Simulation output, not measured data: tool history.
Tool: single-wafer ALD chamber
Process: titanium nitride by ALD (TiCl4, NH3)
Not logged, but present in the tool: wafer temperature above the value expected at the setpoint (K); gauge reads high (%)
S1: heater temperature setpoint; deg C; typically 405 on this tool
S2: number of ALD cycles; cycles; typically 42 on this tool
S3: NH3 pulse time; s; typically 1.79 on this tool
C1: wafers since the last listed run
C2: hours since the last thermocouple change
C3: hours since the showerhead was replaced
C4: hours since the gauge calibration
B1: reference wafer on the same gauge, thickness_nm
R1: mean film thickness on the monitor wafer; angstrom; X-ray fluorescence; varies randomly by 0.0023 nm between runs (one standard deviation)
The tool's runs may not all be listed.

run	hour	S1	S2	S3	C1	C2	C3	C4	B1	R1
1	0	396	40	1.79	0	1291.7	5765.4	550.5	0.752	8.81
2	64.3	405	42	1.79	319	1356	5829.7	614.8	0.752	9.28
3	135.8	405	42	1.79	355	1427.5	5901.2	686.3	0.752	9.34
4	174	405	42	1.79	189	1465.7	5939.4	724.5	0.752	9.34
5	219.4	405	42	1.98	225	1511.1	5984.8	769.9	0.752	9.35
6	248.5	405	42	1.79	144	1540.2	6013.9	799	0.752	9.31
7	311	405	42	1.79	310	1602.7	6076.4	861.5	0.752	9.32
8	360.2	405	42	1.79	244	1651.9	6125.6	910.7	0.752	9.34
9	404.4	405	42	1.79	219	1696.1	6169.8	954.9	0.752	9.31
10	440.4	405	42	1.79	178	1732.1	6205.8	990.9	0.752	9.32
# hour 467: gauge calibrated
11	512.1	400	42	1.79	356	1803.8	6277.5	45.1	0.753	9.31
12	568.3	405	42	1.79	279	1860	6333.7	101.3	0.752	9.29
13	615.9	405	42	1.79	236	1907.6	6381.3	148.9	0.752	9.3
14	668.9	405	42	1.79	263	1960.6	6434.3	201.9	0.752	9.35
15	706.5	405	42	1.79	186	1998.2	6471.9	239.5	0.751	9.26
16	747.6	405	42	1.79	204	2039.3	6513	280.6	0.752	9.3
17	774.1	405	42	2.18	131	2065.8	6539.5	307.1	0.752	9.4
18	799.1	405	42	1.79	124	2090.8	6564.5	332.1	0.753	9.3
# hour 818.5: thermocouple changed; heater temperature recalibrated
19	860.9	400	37	1.32	267	42.4	6626.3	393.9	0.752	8.08
20	918.6	401	39	2.26	286	100.1	6684	451.6	0.752	8.69
21	961	405	42	1.79	210	142.5	6726.4	494	0.752	9.31
22	985.7	405	42	1.79	122	167.2	6751.1	518.7	0.752	9.32
23	1009.8	405	42	1.79	119	191.3	6775.2	542.8	0.751	9.33
24	1047.4	405	49	2.19	186	228.9	6812.8	580.4	0.752	10.95
25	1106.6	396	45	1.98	294	288.1	6872	639.6	0.752	9.98
26	1137.2	405	42	2.34	152	318.7	6902.6	670.2	0.752	9.4
27	1170.3	405	50	2.49	164	351.8	6935.7	703.3	0.752	11.16
# hour 1258.3: showerhead replaced
28	1296	405	42	1.79	584	477.5	37.7	829	0.752	9.33
29	1352.5	399	38	1.58	280	534	94.2	885.5	0.752	8.31
30	1378.5	405	34	1.79	129	560	120.2	911.5	0.752	7.54
31	1413.6	412	38	1.79	174	595.1	155.3	946.6	0.752	8.47
32	1480.5	396	42	2.06	332	662	222.2	1013.5	0.752	9.31
33	1510	410	42	2.16	146	691.5	251.7	1043	0.752	9.4
34	1565.4	405	42	2.35	275	746.9	307.1	1098.4	0.752	9.41
35	1612.7	405	48	1.79	235	794.2	354.4	1145.7	0.752	10.63
# hour 1629.6: gauge calibrated
36	1652	401	42	1.79	195	833.5	393.7	22.4	0.752	9.31
37	1701.9	396	48	1.79	247	883.4	443.6	72.3	0.752	10.6
38	1749.6	395	42	1.79	237	931.1	491.3	120	0.752	9.3
39	1847.1	405	48	1.58	484	1028.6	588.8	217.5	0.753	10.59

Forecast each of these 5 alternatives for the next run:
A	1847.6	405	42	1.79	2	1029.1	589.3	218	?	?
B	1847.6	415	42	2.45	2	1029.1	589.3	218	?	?
C	1847.6	398	36	2.22	2	1029.1	589.3	218	?	?
D	1847.6	411	34	2.4	2	1029.1	589.3	218	?	?
E	1847.6	391	46	2.33	2	1029.1	589.3	218	?	?

run	B1	R1
A	0.752	9.29
B	0.752	9.42
C	0.752	8.01
D	0.752	7.61
E	0.752	10.2
With the hidden condition removed and each run's random variation left untouched, the same runs would have given:
run	R1
A	9.29
B	9.42
C	8.01
D	7.61
E	10.2
